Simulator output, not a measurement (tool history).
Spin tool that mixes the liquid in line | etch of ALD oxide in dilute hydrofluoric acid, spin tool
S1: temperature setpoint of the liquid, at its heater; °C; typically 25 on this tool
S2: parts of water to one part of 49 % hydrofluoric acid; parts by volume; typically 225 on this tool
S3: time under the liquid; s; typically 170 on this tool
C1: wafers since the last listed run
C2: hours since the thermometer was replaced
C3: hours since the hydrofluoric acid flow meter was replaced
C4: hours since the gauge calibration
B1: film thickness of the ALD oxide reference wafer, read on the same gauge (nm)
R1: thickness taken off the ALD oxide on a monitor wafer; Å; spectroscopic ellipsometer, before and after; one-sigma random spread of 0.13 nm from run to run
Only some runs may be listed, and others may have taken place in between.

run,day,S1,S2,S3,C1,C2,C3,C4,B1,R1
1,0,25,225,215,0,492,1855.6,66.3,99.99,199.9
2,0.35,25,225,215,84,500.4,1864,74.7,100.01,199.7
3,1.029,25,225,170,164,516.7,1880.3,91,100.02,157.8
4,1.692,25,225,170,160,532.6,1896.2,106.9,99.98,158.3
5,1.975,25,225,170,68,539.4,1903,113.7,100.01,157.3
6,2.558,22.5,275,170,140,553.4,1917,127.7,100.01,112.9
7,3.229,22.5,275,170,162,569.5,1933.1,143.8,100,112.7
8,3.946,25,165,170,173,586.7,1950.3,161,100,227.4
# day 4.025: thermometer replaced
9,4.488,23.5,225,245,120,11.1,1963.3,174,100,234.7
# day 5.108: hydrofluoric acid flow meter replaced
10,5.146,29,335,135,149,26.9,0.9,189.8,99.98,93.5
11,5.812,23,225,255,161,42.9,16.9,205.8,100,239.8
12,6.471,26.5,225,170,159,58.7,32.7,221.6,100,178.6
13,6.892,25,325,90,101,68.8,42.8,231.7,100,56.5
14,7.554,25,225,170,160,84.7,58.7,247.6,99.99,168.8
15,8.029,21.5,150,265,114,96.1,70.1,259,99.98,372.3
# day 8.55: gauge calibrated
16,8.746,27,115,75,173,113.3,87.3,4.7,99.99,180.2
17,9.217,27.5,145,170,113,124.6,98.6,16,100,314.7
18,11.121,29,275,125,460,170.3,144.3,61.7,99.99,110.9

3 options for the next run, each taken on its own from the tool as it stands now. Forecast them:
A,11.142,25,225,170,5,170.8,144.8,62.2,?,?
B,11.142,27,315,205,5,170.8,144.8,62.2,?,?
C,11.142,22,145,170,5,170.8,144.8,62.2,?,?

run,B1,R1
A,100.02,168.3
B,100.02,141.7
C,100.02,253.8
With no hidden state in the tool, these same runs would have given:
run,R1
A,172.8
B,145.2
C,261.3

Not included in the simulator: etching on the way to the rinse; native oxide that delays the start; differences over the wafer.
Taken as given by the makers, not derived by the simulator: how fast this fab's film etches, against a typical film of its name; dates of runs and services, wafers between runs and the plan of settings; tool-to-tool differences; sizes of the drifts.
